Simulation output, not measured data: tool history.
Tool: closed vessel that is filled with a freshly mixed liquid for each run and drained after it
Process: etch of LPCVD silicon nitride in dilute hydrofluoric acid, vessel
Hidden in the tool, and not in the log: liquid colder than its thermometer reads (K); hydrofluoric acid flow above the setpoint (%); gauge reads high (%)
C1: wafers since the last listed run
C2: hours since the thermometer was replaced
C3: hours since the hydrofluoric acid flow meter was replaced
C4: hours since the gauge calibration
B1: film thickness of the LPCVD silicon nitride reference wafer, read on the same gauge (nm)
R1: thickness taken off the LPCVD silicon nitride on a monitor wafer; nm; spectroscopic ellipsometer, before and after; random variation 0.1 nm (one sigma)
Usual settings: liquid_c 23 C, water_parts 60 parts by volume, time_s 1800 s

run 1 day=0 | liquid_c=23 water_parts=60 time_s=1800 | C1=0 C2=2380.6 C3=29.9 C4=2587.7 | B1=79.99 | R1=12.05
run 2 day=4.483 | liquid_c=23 water_parts=60 time_s=1800 | C1=3336 C2=2488.2 C3=137.5 C4=2695.3 | B1=79.98 | R1=12.36
run 3 day=8.129 | liquid_c=23 water_parts=60 time_s=1295 | C1=2712 C2=2575.7 C3=225 C4=2782.8 | B1=80 | R1=8.86
run 4 day=10.771 | liquid_c=26.5 water_parts=60 time_s=1800 | C1=1965 C2=2639.1 C3=288.4 C4=2846.2 | B1=79.99 | R1=15.66
-- day=12.012 thermometer replaced
run 5 day=12.958 | liquid_c=26.5 water_parts=60 time_s=1800 | C1=1596 C2=22.7 C3=340.9 C4=2898.7 | B1=80 | R1=15.55
run 6 day=14.733 | liquid_c=23 water_parts=60 time_s=1800 | C1=1320 C2=65.3 C3=383.5 C4=2941.3 | B1=80.01 | R1=12.41
-- day=16.204 gauge calibrated
run 7 day=19.2 | liquid_c=23 water_parts=60 time_s=1800 | C1=3323 C2=172.5 C3=490.7 C4=71.9 | B1=80 | R1=12.38
run 8 day=21.538 | liquid_c=23 water_parts=60 time_s=1800 | C1=1739 C2=228.6 C3=546.8 C4=128 | B1=80.02 | R1=12.34
run 9 day=26.008 | liquid_c=23 water_parts=60 time_s=1800 | C1=3326 C2=335.9 C3=654.1 C4=235.3 | B1=79.99 | R1=12.57
run 10 day=28.129 | liquid_c=23 water_parts=60 time_s=1800 | C1=1578 C2=386.8 C3=705 C4=286.2 | B1=79.99 | R1=12.68
run 11 day=32.608 | liquid_c=23 water_parts=60 time_s=1800 | C1=3333 C2=494.3 C3=812.5 C4=393.7 | B1=80 | R1=12.81
run 12 day=35.892 | liquid_c=27.5 water_parts=40 time_s=955 | C1=2443 C2=573.1 C3=891.3 C4=472.5 | B1=79.99 | R1=13.38
run 13 day=40.171 | liquid_c=23 water_parts=60 time_s=1090 | C1=3184 C2=675.8 C3=994 C4=575.2 | B1=80 | R1=7.75
run 14 day=42.996 | liquid_c=23 water_parts=40 time_s=1800 | C1=2102 C2=743.6 C3=1061.8 C4=643 | B1=79.99 | R1=19.12
run 15 day=46.217 | liquid_c=23 water_parts=60 time_s=1800 | C1=2396 C2=820.9 C3=1139.1 C4=720.3 | B1=80.02 | R1=13.14
run 16 day=49.308 | liquid_c=24.5 water_parts=60 time_s=1800 | C1=2300 C2=895.1 C3=1213.3 C4=794.5 | B1=79.99 | R1=14.35
run 17 day=52.571 | liquid_c=24.5 water_parts=85 time_s=2500 | C1=2427 C2=973.4 C3=1291.6 C4=872.8 | B1=80.01 | R1=14.01
run 18 day=56.588 | liquid_c=23 water_parts=60 time_s=1800 | C1=2988 C2=1069.8 C3=1388 C4=969.2 | B1=80.02 | R1=12.98
run 19 day=58.375 | liquid_c=23 water_parts=80 time_s=1195 | C1=1330 C2=1112.7 C3=1430.9 C4=1012.1 | B1=80.02 | R1=6.51
run 20 day=61 | liquid_c=23 water_parts=60 time_s=1800 | C1=1953 C2=1175.7 C3=1493.9 C4=1075.1 | B1=80.01 | R1=13
-- day=62 hydrofluoric acid flow meter replaced
run 21 day=63.029 | liquid_c=20.5 water_parts=70 time_s=1095 | C1=1478 C2=1224.4 C3=24.7 C4=1123.8 | B1=80 | R1=5.41
run 22 day=66.625 | liquid_c=23 water_parts=60 time_s=1800 | C1=2675 C2=1310.7 C3=111 C4=1210.1 | B1=80 | R1=12.08
run 23 day=69.238 | liquid_c=20.5 water_parts=45 time_s=1800 | C1=1944 C2=1373.4 C3=173.7 C4=1272.8 | B1=80.01 | R1=13.67
run 24 day=73.267 | liquid_c=21.5 water_parts=45 time_s=890 | C1=2998 C2=1470.1 C3=270.4 C4=1369.5 | B1=79.99 | R1=7.1
run 25 day=75.867 | liquid_c=23 water_parts=60 time_s=2580 | C1=1934 C2=1532.5 C3=332.8 C4=1431.9 | B1=80 | R1=17.56
run 26 day=78.062 | liquid_c=23 water_parts=85 time_s=2220 | C1=1633 C2=1585.2 C3=385.5 C4=1484.6 | B1=80.03 | R1=10.79
run 27 day=81.633 | liquid_c=21 water_parts=60 time_s=1190 | C1=2657 C2=1670.9 C3=471.2 C4=1570.3 | B1=79.99 | R1=7.1
run 28 day=84.55 | liquid_c=23 water_parts=35 time_s=1800 | C1=2170 C2=1740.9 C3=541.2 C4=1640.3 | B1=80 | R1=20.96
run 29 day=86.121 | liquid_c=25.5 water_parts=60 time_s=1445 | C1=1168 C2=1778.6 C3=578.9 C4=1678 | B1=80.01 | R1=11.73
run 30 day=90.154 | liquid_c=23 water_parts=85 time_s=2370 | C1=3001 C2=1875.4 C3=675.7 C4=1774.8 | B1=79.99 | R1=11.75
run 31 day=92.921 | liquid_c=23 water_parts=60 time_s=1800 | C1=2058 C2=1941.8 C3=742.1 C4=1841.2 | B1=79.99 | R1=12.38
run 32 day=96.579 | liquid_c=23 water_parts=60 time_s=1270 | C1=2722 C2=2029.6 C3=829.9 C4=1929 | B1=80 | R1=8.9

What the log doesn't show, run by run:
liquid colder than its thermometer reads (K): 0 in every run
gauge reads high (%): 0 in every run
H1: hydrofluoric acid flow above the setpoint (%)
run=1 H1=1.07
run=2 H1=1.64
run=3 H1=2.11
run=4 H1=2.45
run=5 H1=2.72
run=6 H1=2.95
run=7 H1=3.52
run=8 H1=3.82
run=9 H1=4.39
run=10 H1=4.66
run=11 H1=5.23
run=12 H1=5.65
run=13 H1=6.2
run=14 H1=6.56
run=15 H1=6.97
run=16 H1=7.37
run=17 H1=7.78
run=18 H1=8.3
run=19 H1=8.53
run=20 H1=8.86
run=21 H1=0.254
run=22 H1=0.713
run=23 H1=1.05
run=24 H1=1.56
run=25 H1=1.89
run=26 H1=2.17
run=27 H1=2.63
run=28 H1=3
run=29 H1=3.2
run=30 H1=3.72
run=31 H1=4.07
run=32 H1=4.54
